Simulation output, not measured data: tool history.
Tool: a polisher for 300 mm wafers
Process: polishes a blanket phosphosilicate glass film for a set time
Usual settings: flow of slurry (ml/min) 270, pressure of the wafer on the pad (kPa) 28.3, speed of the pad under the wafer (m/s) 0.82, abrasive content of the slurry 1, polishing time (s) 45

run	hour	flow of slurry (ml/min)	pressure of the wafer on the pad (kPa)	speed of the pad under the wafer (m/s)	abrasive content of the slurry	polishing time (s)	wafers since the last listed run	wafers polished on this pad	hours since the slurry nozzle was cleaned	hours since the head pressure was calibrated	hours since the slurry blender was calibrated	hours since the conditioning disc was replaced	incoming thickness of the incoming film, nm	film removed (nm)
1	0	270	28.3	0.82	0.75	45	0	3233	646.5	316.7	23.9	317.5	2323.9	358.1
2	52.8	270	20	1	1	45	505	3739	699.3	369.5	76.7	370.3	2348.6	407.8
3	122.2	270	28.3	0.58	1	33	664	4403	768.7	438.9	146.1	439.7	2297.3	227.8
# hour 163.5: worn pad replaced by a new one
4	191.5	270	28.3	0.82	1	45	625	268	838	508.2	215.4	509	2338.4	416.5
# hour 207: conditioning disc replaced and pad reconditioned
# hour 223.7: slurry nozzle cleaned
5	251.2	270	23.4	0.82	0.75	54	542	811	27.5	567.9	275.1	44.2	2301.7	371.3
6	307.5	360	36.5	0.82	1	57	539	1350	83.8	624.2	331.4	100.5	2344.7	631
7	332.1	185	28.3	0.6	1.1	40	235	1585	108.4	648.8	356	125.1	2320.5	289.2
8	359.2	195	18.6	0.94	1.2	45	259	1845	135.5	675.9	383.1	152.2	2382.3	386.3
9	420.6	270	28.3	0.82	1	45	587	2433	196.9	737.3	444.5	213.6	2343.5	417.9
10	458.2	270	34.5	0.74	1	45	359	2793	234.5	774.9	482.1	251.2	2332.1	428
# hour 481: head pressure recalibrated
11	516.4	270	28.3	0.82	1	45	538	3331	292.7	35.4	540.3	309.4	2395.7	396
# hour 538.8: slurry blender recalibrated
12	553.8	270	22.8	0.82	0.9	51	338	3670	330.1	72.8	15	346.8	2330.2	395.3
13	611	270	28.3	0.82	1	45	547	4217	387.3	130	72.2	404	2299.3	422.9
14	662.4	270	28.3	0.82	1	45	492	4709	438.7	181.4	123.6	455.4	2310.5	417.2
# hour 705.1: worn pad replaced by a new one
15	726.6	270	34.5	0.74	1	45	576	206	502.9	245.6	187.8	519.6	2372.3	434.4
16	785.5	230	20.7	0.82	1.1	55	563	770	561.8	304.5	246.7	578.5	2353.9	444.2
# hour 808.9: conditioning disc replaced and pad reconditioned
17	849.1	270	28.3	0.82	1	38	589	1359	625.4	368.1	310.3	40.2	2328.9	349.7
18	888	270	28.3	1.06	1.2	45	372	1732	664.3	407	349.2	79.1	2354	560.6
# hour 1039.4: slurry nozzle cleaned
19	1047.5	205	28.3	0.82	1	45	1517	3249	8.1	566.5	508.7	238.6	2336.8	391.8
20	1078.9	270	33.8	1.1	1.1	45	300	3550	39.5	597.9	540.1	270	2305.4	586
# hour 1090.2: head pressure recalibrated
21	1139.8	190	28.3	0.94	1.2	45	563	4114	100.4	49.6	601	330.9	2373.5	478.9
# hour 1156.7: slurry blender recalibrated
22	1167.7	270	34.5	0.74	1	45	247	4362	128.3	77.5	11	358.8	2331.2	440.6

Run 23 comes next. What will it give?
23	1232	270	28.3	0.82	1	57	615	4977	192.6	141.8	75.3	423.1	2340.8	?

Run 23 gave film removed (nm) 527.7.
Without the tool's hidden state the same run would have given film removed (nm) 532.3.
